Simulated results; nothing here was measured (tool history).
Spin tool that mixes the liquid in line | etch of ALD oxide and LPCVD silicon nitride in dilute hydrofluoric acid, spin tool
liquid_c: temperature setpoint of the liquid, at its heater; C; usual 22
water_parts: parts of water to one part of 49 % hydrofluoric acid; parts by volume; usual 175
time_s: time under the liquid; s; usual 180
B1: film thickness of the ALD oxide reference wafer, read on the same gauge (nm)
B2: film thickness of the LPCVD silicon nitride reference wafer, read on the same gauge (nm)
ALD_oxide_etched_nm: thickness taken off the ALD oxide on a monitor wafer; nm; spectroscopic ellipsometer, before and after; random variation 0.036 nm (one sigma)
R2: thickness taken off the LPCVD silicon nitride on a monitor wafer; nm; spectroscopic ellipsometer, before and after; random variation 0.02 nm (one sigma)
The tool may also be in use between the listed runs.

{"run": 1, "hour": 0.0, "liquid_c": 22, "water_parts": 175, "time_s": 180, "B1": 120.02, "B2": 110.031, "ALD_oxide_etched_nm": 7.96, "R2": 0.366}
{"run": 2, "hour": 15.1, "liquid_c": 22, "water_parts": 175, "time_s": 180, "B1": 119.98, "B2": 110.032, "ALD_oxide_etched_nm": 7.91, "R2": 0.383}
{"run": 3, "hour": 64.7, "liquid_c": 22, "water_parts": 175, "time_s": 180, "B1": 120.01, "B2": 109.99, "ALD_oxide_etched_nm": 7.92, "R2": 0.396}
{"run": 4, "hour": 77.7, "liquid_c": 22, "water_parts": 175, "time_s": 180, "B1": 120.02, "B2": 109.96, "ALD_oxide_etched_nm": 7.91, "R2": 0.38}
{"run": 5, "hour": 91.3, "liquid_c": 22, "water_parts": 175, "time_s": 180, "B1": 120.02, "B2": 109.993, "ALD_oxide_etched_nm": 7.94, "R2": 0.368}
{"run": 6, "hour": 103.8, "liquid_c": 22, "water_parts": 175, "time_s": 180, "B1": 120.02, "B2": 109.986, "ALD_oxide_etched_nm": 7.92, "R2": 0.367}
{"hour": 106.1, "done": "gauge calibrated"}
{"hour": 112.8, "done": "thermometer replaced"}
{"hour": 133.0, "done": "hydrofluoric acid flow meter replaced"}
{"run": 7, "hour": 152.2, "liquid_c": 22, "water_parts": 175, "time_s": 180, "B1": 120, "B2": 110.012, "ALD_oxide_etched_nm": 7.56, "R2": 0.342}
{"run": 8, "hour": 168.7, "liquid_c": 22, "water_parts": 175, "time_s": 180, "B1": 120, "B2": 109.983, "ALD_oxide_etched_nm": 7.55, "R2": 0.375}
{"hour": 170.2, "done": "thermometer replaced, repeated, since the last time left the tool worse"}
{"run": 9, "hour": 175.8, "liquid_c": 22, "water_parts": 235, "time_s": 180, "B1": 119.99, "B2": 109.998, "ALD_oxide_etched_nm": 5.97, "R2": 0.308}
{"run": 10, "hour": 191.8, "liquid_c": 22, "water_parts": 175, "time_s": 180, "B1": 119.95, "B2": 109.971, "ALD_oxide_etched_nm": 8.54, "R2": 0.41}
{"run": 11, "hour": 198.9, "liquid_c": 18, "water_parts": 175, "time_s": 180, "B1": 120.01, "B2": 109.999, "ALD_oxide_etched_nm": 7.25, "R2": 0.32}

Forecast run 12:
{"run": 12, "hour": 213.9, "liquid_c": 17, "water_parts": 250, "time_s": 250, "B1": "?", "B2": "?", "ALD_oxide_etched_nm": "?", "R2": "?"}

B1: 120.02
B2: 110
ALD_oxide_etched_nm: 6.39 nm
R2: 0.307 nm
Without the tool's hidden state the same run would have given ALD_oxide_etched_nm 6.42 nm, R2 0.309 nm.

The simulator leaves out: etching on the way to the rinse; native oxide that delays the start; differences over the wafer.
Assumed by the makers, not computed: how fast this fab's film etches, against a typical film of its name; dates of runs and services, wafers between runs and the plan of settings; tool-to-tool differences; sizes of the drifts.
